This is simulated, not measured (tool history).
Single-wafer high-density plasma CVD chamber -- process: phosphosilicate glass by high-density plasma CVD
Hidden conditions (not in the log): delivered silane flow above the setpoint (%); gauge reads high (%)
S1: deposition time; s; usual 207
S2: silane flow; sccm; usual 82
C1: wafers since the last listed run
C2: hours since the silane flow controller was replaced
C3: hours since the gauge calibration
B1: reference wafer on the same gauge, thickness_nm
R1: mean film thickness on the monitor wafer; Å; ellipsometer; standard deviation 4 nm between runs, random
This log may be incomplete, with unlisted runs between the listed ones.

run,hour,S1,S2,C1,C2,C3,B1,R1
1,0,226,82,0,2006.5,191.9,1569.742,19128.72
2,31.8,207,82,287,2038.3,223.7,1571.635,17548.3
3,67.7,207,82,324,2074.2,259.6,1570.623,17519.98
4,98.2,207,82,275,2104.7,290.1,1571.508,17544.13
5,121.2,194,82,207,2127.7,313.1,1569.135,16479.82
6,149.1,194,82,252,2155.6,341,1568.57,16506.75
7,169.6,194,82,185,2176.1,361.5,1570.475,16529.27
8,203,183,82,301,2209.5,394.9,1569.94,15521.47
9,217.5,183,82,130,2224,409.4,1570.388,15592.9
10,248.2,183,82,277,2254.7,440.1,1570.207,15559.27
11,275.9,207,82,250,2282.4,467.8,1570.06,17568.68
12,295.2,207,82,174,2301.7,487.1,1569.879,17582.27
13,327.8,231,66,294,2334.3,519.7,1569.47,16604.47
# hour 348.4: gauge calibrated
14,351.1,248,89,210,2357.6,2.7,1570.099,22479.83

Forecast run 15:
# hour 375.7: silane flow controller replaced
15,376.2,194,82,154,0.5,27.8,?,?

{"run 15": {"B1": 1570.627, "R1": 15596.48}}
Minus the tool's unlogged condition, the same run would have read R1 15769 Å.
